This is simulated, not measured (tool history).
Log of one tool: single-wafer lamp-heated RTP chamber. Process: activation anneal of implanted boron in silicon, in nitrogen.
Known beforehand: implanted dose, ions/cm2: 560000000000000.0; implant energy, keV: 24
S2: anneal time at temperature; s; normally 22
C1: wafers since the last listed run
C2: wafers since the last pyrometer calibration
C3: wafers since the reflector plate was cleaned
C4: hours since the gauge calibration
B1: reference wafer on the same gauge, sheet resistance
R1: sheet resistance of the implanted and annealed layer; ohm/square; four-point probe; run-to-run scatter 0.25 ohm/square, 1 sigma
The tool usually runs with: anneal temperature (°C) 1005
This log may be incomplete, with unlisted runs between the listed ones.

{"run": 1, "hour": 0.0, "anneal temperature (°C)": 985, "S2": 22, "C1": 0, "C2": 1583, "C3": 3255, "C4": 48.7, "B1": 135.01, "R1": 172.41}
{"run": 2, "hour": 6.0, "anneal temperature (°C)": 985, "S2": 22, "C1": 131, "C2": 1714, "C3": 3387, "C4": 54.7, "B1": 134.99, "R1": 172.56}
{"run": 3, "hour": 16.7, "anneal temperature (°C)": 985, "S2": 22, "C1": 235, "C2": 1950, "C3": 3622, "C4": 65.4, "B1": 135.01, "R1": 171.97}
{"run": 4, "hour": 24.7, "anneal temperature (°C)": 982, "S2": 27, "C1": 175, "C2": 2125, "C3": 3798, "C4": 73.4, "B1": 134.96, "R1": 172.07}
{"run": 5, "hour": 37.9, "anneal temperature (°C)": 982, "S2": 27, "C1": 290, "C2": 2415, "C3": 4088, "C4": 86.6, "B1": 135.01, "R1": 172.43}
{"run": 6, "hour": 55.5, "anneal temperature (°C)": 982, "S2": 27, "C1": 386, "C2": 2802, "C3": 4475, "C4": 104.2, "B1": 134.97, "R1": 171.8}
{"run": 7, "hour": 62.3, "anneal temperature (°C)": 1005, "S2": 32, "C1": 149, "C2": 2951, "C3": 4624, "C4": 111.0, "B1": 134.99, "R1": 165.14}
{"run": 8, "hour": 76.9, "anneal temperature (°C)": 1005, "S2": 32, "C1": 320, "C2": 3272, "C3": 4945, "C4": 125.6, "B1": 135.01, "R1": 164.89}
{"run": 9, "hour": 84.2, "anneal temperature (°C)": 1005, "S2": 32, "C1": 160, "C2": 3433, "C3": 5105, "C4": 132.9, "B1": 134.98, "R1": 165.1}
{"run": 10, "hour": 101.1, "anneal temperature (°C)": 1005, "S2": 22, "C1": 371, "C2": 3804, "C3": 5477, "C4": 149.8, "B1": 134.98, "R1": 165.75}
{"run": 11, "hour": 136.6, "anneal temperature (°C)": 1014, "S2": 27, "C1": 780, "C2": 4584, "C3": 6257, "C4": 185.3, "B1": 134.98, "R1": 163.43}
{"run": 12, "hour": 152.1, "anneal temperature (°C)": 987, "S2": 31, "C1": 340, "C2": 4925, "C3": 6597, "C4": 200.8, "B1": 135.01, "R1": 167.43}
{"run": 13, "hour": 165.1, "anneal temperature (°C)": 992, "S2": 34, "C1": 285, "C2": 5210, "C3": 6883, "C4": 213.8, "B1": 134.99, "R1": 165.82}
{"hour": 185.3, "done": "reflector plate cleaned"}
{"run": 14, "hour": 185.8, "anneal temperature (°C)": 985, "S2": 33, "C1": 279, "C2": 5489, "C3": 10, "C4": 234.5, "B1": 135.0, "R1": 169.03}
{"run": 15, "hour": 193.7, "anneal temperature (°C)": 1032, "S2": 22, "C1": 173, "C2": 5663, "C3": 184, "C4": 242.4, "B1": 134.99, "R1": 163.12}
{"hour": 205.0, "done": "pyrometer window cleaned and pyrometer calibrated"}
{"run": 16, "hour": 208.0, "anneal temperature (°C)": 977, "S2": 22, "C1": 138, "C2": 65, "C3": 322, "C4": 256.7, "B1": 135.01, "R1": 178.54}
{"run": 17, "hour": 216.2, "anneal temperature (°C)": 1005, "S2": 22, "C1": 180, "C2": 246, "C3": 503, "C4": 264.9, "B1": 134.96, "R1": 166.64}
{"hour": 225.3, "done": "gauge calibrated"}
{"run": 18, "hour": 230.1, "anneal temperature (°C)": 1005, "S2": 22, "C1": 305, "C2": 551, "C3": 808, "C4": 4.8, "B1": 134.99, "R1": 166.31}
{"run": 19, "hour": 269.0, "anneal temperature (°C)": 987, "S2": 29, "C1": 854, "C2": 1406, "C3": 1663, "C4": 43.7, "B1": 134.96, "R1": 171.53}
{"run": 20, "hour": 283.5, "anneal temperature (°C)": 1014, "S2": 15, "C1": 318, "C2": 1724, "C3": 1981, "C4": 58.2, "B1": 135.03, "R1": 166.06}

Below are 5 alternative next runs, each starting from the tool's condition after run 20. Predict each:
{"run": "A", "hour": 283.9, "anneal temperature (°C)": 996, "S2": 22, "C1": 8, "C2": 1733, "C3": 1990, "C4": 58.6, "B1": "?", "R1": "?"}
{"run": "B", "hour": 283.9, "anneal temperature (°C)": 1033, "S2": 18, "C1": 8, "C2": 1733, "C3": 1990, "C4": 58.6, "B1": "?", "R1": "?"}
{"run": "C", "hour": 283.9, "anneal temperature (°C)": 1005, "S2": 9, "C1": 8, "C2": 1733, "C3": 1990, "C4": 58.6, "B1": "?", "R1": "?"}
{"run": "D", "hour": 283.9, "anneal temperature (°C)": 986, "S2": 14, "C1": 8, "C2": 1733, "C3": 1990, "C4": 58.6, "B1": "?", "R1": "?"}
{"run": "E", "hour": 283.9, "anneal temperature (°C)": 991, "S2": 22, "C1": 8, "C2": 1733, "C3": 1990, "C4": 58.6, "B1": "?", "R1": "?"}

run=A B1=134.99 R1=168.97
run=B B1=134.99 R1=163.68
run=C B1=134.99 R1=168.98
run=D B1=134.99 R1=174.95
run=E B1=134.99 R1=170.68
Take away the tool's hidden state, keep each run's random variation, and the runs would have read:
run=A R1=170.00
run=B R1=163.93
run=C R1=169.88
run=D R1=176.87
run=E R1=171.96
